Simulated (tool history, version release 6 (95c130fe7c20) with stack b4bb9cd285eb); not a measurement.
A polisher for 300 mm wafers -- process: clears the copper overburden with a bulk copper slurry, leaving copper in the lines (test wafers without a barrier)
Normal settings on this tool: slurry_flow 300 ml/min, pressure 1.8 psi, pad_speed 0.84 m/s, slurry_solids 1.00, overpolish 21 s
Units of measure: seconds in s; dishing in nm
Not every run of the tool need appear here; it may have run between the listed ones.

run	hour	slurry_flow	pressure	pad_speed	slurry_solids	overpolish	incoming thickness of the incoming film, nm	seconds	dishing
1	0.0	300	1.8	0.64	1.00	21	577.5	150.1	51.5
2	9.1	300	1.8	0.64	1.00	21	562.1	149.3	50.1
3	16.1	365	1.8	0.84	1.00	21	565.9	109.4	63.0
# hour 30.2: worn pad replaced by a new one
4	30.7	365	1.8	0.84	1.00	21	574.2	114.2	62.2
5	81.7	365	1.8	0.84	1.00	21	570.1	111.5	61.1
6	88.2	300	1.8	0.84	1.00	21	573.0	113.0	60.9
7	104.8	240	1.8	0.92	1.00	21	575.6	105.9	64.5
8	113.9	300	1.5	0.68	1.00	21	570.2	167.4	44.9
# hour 120.6: head pressure recalibrated
# hour 147.5: slurry nozzle cleaned
9	158.0	300	2.0	0.84	1.20	30	572.3	97.8	87.4
10	172.5	300	1.5	0.68	1.00	21	574.1	167.6	45.8
# hour 177.5: worn pad replaced by a new one
11	216.7	300	1.8	0.84	1.25	21	563.4	106.7	63.3
12	233.9	300	1.8	0.64	1.00	21	568.4	149.7	51.5
13	251.5	300	1.8	0.96	1.00	21	574.3	101.1	66.9
14	262.2	300	1.8	0.84	1.00	25	573.8	115.2	71.6
15	275.2	300	1.5	1.06	0.75	21	574.6	113.5	60.8
# hour 307.8: slurry blender recalibrated
16	315.8	300	1.8	0.84	1.00	21	570.9	115.1	62.8
# hour 333.2: worn pad replaced by a new one
17	333.7	225	1.5	0.58	1.00	21	564.9	198.8	39.2
18	343.1	300	1.8	0.84	0.75	21	572.8	118.6	59.4
19	355.4	365	1.8	0.84	1.00	21	568.2	111.6	62.3
20	367.4	385	1.4	0.56	1.00	32	561.6	211.8	52.3
21	383.3	260	1.8	1.08	1.00	21	561.6	89.1	71.9
22	394.4	340	1.8	0.84	1.00	21	573.2	113.4	61.9
23	409.4	225	1.8	0.60	0.70	27	572.1	172.2	54.8
24	416.4	210	1.8	0.84	1.00	21	569.1	116.3	58.8
25	431.3	300	1.8	0.84	1.00	21	570.1	111.0	61.7
26	445.5	300	1.8	1.06	1.00	34	568.2	90.7	94.5
# hour 458.3: worn pad replaced by a new one
27	458.8	235	1.8	0.64	0.70	21	573.4	164.8	47.2
28	469.4	300	1.8	0.84	1.00	21	560.7	111.0	60.7
29	482.4	300	1.8	1.08	1.00	21	571.4	87.8	74.6

Consider 3 possible next runs. They are alternatives, not a sequence: every one starts from the tool as it was left by run 29. What does each give?
A	482.9	385	1.8	0.84	1.00	21	561.0	?	?
B	482.9	240	1.8	0.84	1.10	21	561.0	?	?
C	482.9	225	2.1	1.00	1.00	33	561.0	?	?

run	seconds	dishing
A	108.1	63.7
B	111.2	62.5
C	82.2	100.8
The same runs, with their run-to-run variation unchanged, on a tool lacking any hidden condition would have given:
run	seconds	dishing
A	108.1	63.7
B	111.2	62.5
C	82.2	100.8
